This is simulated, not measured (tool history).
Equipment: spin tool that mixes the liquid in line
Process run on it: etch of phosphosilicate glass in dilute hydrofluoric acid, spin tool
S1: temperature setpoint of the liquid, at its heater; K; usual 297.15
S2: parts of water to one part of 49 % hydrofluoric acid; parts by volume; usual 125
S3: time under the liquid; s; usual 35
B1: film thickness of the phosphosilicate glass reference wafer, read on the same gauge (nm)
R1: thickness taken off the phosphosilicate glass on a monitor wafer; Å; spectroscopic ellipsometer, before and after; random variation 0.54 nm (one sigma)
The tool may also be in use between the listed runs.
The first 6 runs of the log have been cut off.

run 7 day=5.225 | S1=295.15 S2=125 S3=35 | B1=78.75 | R1=517.6
-- day=6.017 hydrofluoric acid flow meter replaced
run 8 day=6.612 | S1=297.15 S2=125 S3=40 | B1=78.57 | R1=632.3
run 9 day=7.304 | S1=294.15 S2=75 S3=35 | B1=78.48 | R1=862.7
run 10 day=8.129 | S1=294.65 S2=75 S3=50 | B1=78.39 | R1=1258.3
run 11 day=9.192 | S1=297.15 S2=125 S3=35 | B1=78.28 | R1=555
-- day=10.004 thermometer replaced
run 12 day=10.096 | S1=294.15 S2=85 S3=35 | B1=78.19 | R1=756.7
run 13 day=10.754 | S1=301.15 S2=75 S3=40 | B1=78.12 | R1=1317.6
run 14 day=11.575 | S1=294.65 S2=75 S3=50 | B1=78.04 | R1=1239.7
run 15 day=12.95 | S1=300.15 S2=85 S3=15 | B1=77.88 | R1=418.9
run 16 day=13.671 | S1=297.15 S2=155 S3=35 | B1=77.75 | R1=424.7
run 17 day=14.625 | S1=301.15 S2=175 S3=35 | B1=77.63 | R1=428.2
run 18 day=15.358 | S1=297.15 S2=65 S3=35 | B1=77.59 | R1=1133
-- day=15.717 gauge calibrated
run 19 day=15.929 | S1=297.15 S2=125 S3=35 | B1=80.37 | R1=570.7
run 20 day=16.896 | S1=294.65 S2=75 S3=35 | B1=80.43 | R1=895.5
run 21 day=17.742 | S1=301.15 S2=175 S3=35 | B1=80.38 | R1=452.7
run 22 day=18.679 | S1=302.15 S2=125 S3=35 | B1=80.38 | R1=688.5
run 23 day=19.629 | S1=301.15 S2=160 S3=50 | B1=80.35 | R1=695.6
run 24 day=20.388 | S1=297.15 S2=125 S3=35 | B1=80.32 | R1=567.8
run 25 day=22.775 | S1=297.15 S2=125 S3=35 | B1=80.27 | R1=571.5
run 26 day=23.817 | S1=292.65 S2=125 S3=30 | B1=80.27 | R1=403.9
run 27 day=24.425 | S1=297.15 S2=125 S3=35 | B1=80.3 | R1=570.3
run 28 day=25.846 | S1=297.15 S2=175 S3=50 | B1=80.19 | R1=545.9
run 29 day=27.304 | S1=300.15 S2=95 S3=50 | B1=80.11 | R1=1249.7
run 30 day=28.338 | S1=301.65 S2=160 S3=35 | B1=80.11 | R1=502.1
run 31 day=29.65 | S1=297.15 S2=125 S3=35 | B1=80.01 | R1=569.8

Alternative continuations, all from the tool just after run 31; predict every row:
run A day=29.667 | S1=297.15 S2=125 S3=35 | B1=? | R1=?
run B day=29.667 | S1=292.65 S2=180 S3=45 | B1=? | R1=?
run C day=29.667 | S1=297.15 S2=80 S3=35 | B1=? | R1=?
run D day=29.667 | S1=295.15 S2=145 S3=25 | B1=? | R1=?
run E day=29.667 | S1=297.15 S2=175 S3=40 | B1=? | R1=?

run=A B1=80.01 R1=570.7
run=B B1=80.01 R1=402.7
run=C B1=80.01 R1=942.2
run=D B1=80.01 R1=317.7
run=E B1=80.01 R1=440
Take away the tool's hidden state, keep each run's random variation, and the runs would have read:
run=A R1=570.5
run=B R1=402.6
run=C R1=942
run=D R1=317.6
run=E R1=439.9
